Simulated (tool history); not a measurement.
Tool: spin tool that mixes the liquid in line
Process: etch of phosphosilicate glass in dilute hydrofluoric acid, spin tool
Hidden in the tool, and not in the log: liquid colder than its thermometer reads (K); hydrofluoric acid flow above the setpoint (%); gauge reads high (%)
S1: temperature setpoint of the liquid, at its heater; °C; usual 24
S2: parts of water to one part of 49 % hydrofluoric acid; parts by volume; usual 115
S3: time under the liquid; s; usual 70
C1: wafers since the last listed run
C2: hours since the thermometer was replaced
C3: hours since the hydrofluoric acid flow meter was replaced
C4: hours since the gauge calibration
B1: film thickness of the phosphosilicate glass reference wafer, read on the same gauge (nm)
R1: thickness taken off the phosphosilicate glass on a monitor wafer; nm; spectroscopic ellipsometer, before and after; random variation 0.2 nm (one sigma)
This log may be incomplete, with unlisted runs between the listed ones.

| run | hour | S1 | S2 | S3 | C1 | C2 | C3 | C4 | B1 | R1 |
|---|---|---|---|---|---|---|---|---|---|---|
| 1 | 0 | 21 | 115 | 70 | 0 | 1562.5 | 749.8 | 127 | 110.03 | 40.56 |
| 2 | 48.1 | 21 | 115 | 70 | 402 | 1610.6 | 797.9 | 175.1 | 110.02 | 40.99 |
| 3 | 118.5 | 21 | 115 | 70 | 589 | 1681 | 868.3 | 245.5 | 110.01 | 40.73 |
| 4 | 185.6 | 24 | 115 | 70 | 561 | 1748.1 | 935.4 | 312.6 | 110.02 | 46.52 |
| 5 | 211.2 | 24 | 115 | 70 | 214 | 1773.7 | 961 | 338.2 | 109.96 | 46.51 |
| 6 | 278.4 | 26.5 | 115 | 70 | 562 | 1840.9 | 1028.2 | 405.4 | 110.02 | 51.02 |
|  | 302.6 | thermometer replaced |
|  | 363.8 | gauge calibrated |
| 7 | 449.6 | 26.5 | 115 | 70 | 1424 | 147 | 1199.4 | 85.8 | 109.98 | 51.85 |
| 8 | 499.1 | 22 | 160 | 60 | 414 | 196.5 | 1248.9 | 135.3 | 110.02 | 25.48 |
|  | 523.8 | hydrofluoric acid flow meter replaced |
| 9 | 554.2 | 21 | 115 | 70 | 452 | 251.6 | 30.4 | 190.4 | 109.97 | 39.53 |
| 10 | 592.1 | 20.5 | 165 | 40 | 317 | 289.5 | 68.3 | 228.3 | 110.01 | 14.64 |
| 11 | 616.1 | 27 | 160 | 50 | 200 | 313.5 | 92.3 | 252.3 | 110.05 | 24.11 |
| 12 | 687 | 25.5 | 115 | 30 | 593 | 384.4 | 163.2 | 323.2 | 109.97 | 20.4 |
| 13 | 752 | 24 | 140 | 70 | 544 | 449.4 | 228.2 | 388.2 | 109.99 | 35.57 |
| 14 | 807.6 | 24 | 60 | 110 | 465 | 505 | 283.8 | 443.8 | 110.01 | 145.85 |

Give the tool's hidden conditions for every run:
liquid colder than its thermometer reads (K): 0 at every run
gauge reads high (%): 0 at every run
H1: hydrofluoric acid flow above the setpoint (%)
| run | H1 |
|---|---|
| 1 | 3.01 |
| 2 | 3.2 |
| 3 | 3.48 |
| 4 | 3.75 |
| 5 | 3.85 |
| 6 | 4.12 |
| 7 | 4.8 |
| 8 | 5 |
| 9 | 0.304 |
| 10 | 0.455 |
| 11 | 0.551 |
| 12 | 0.833 |
| 13 | 1.09 |
| 14 | 1.31 |
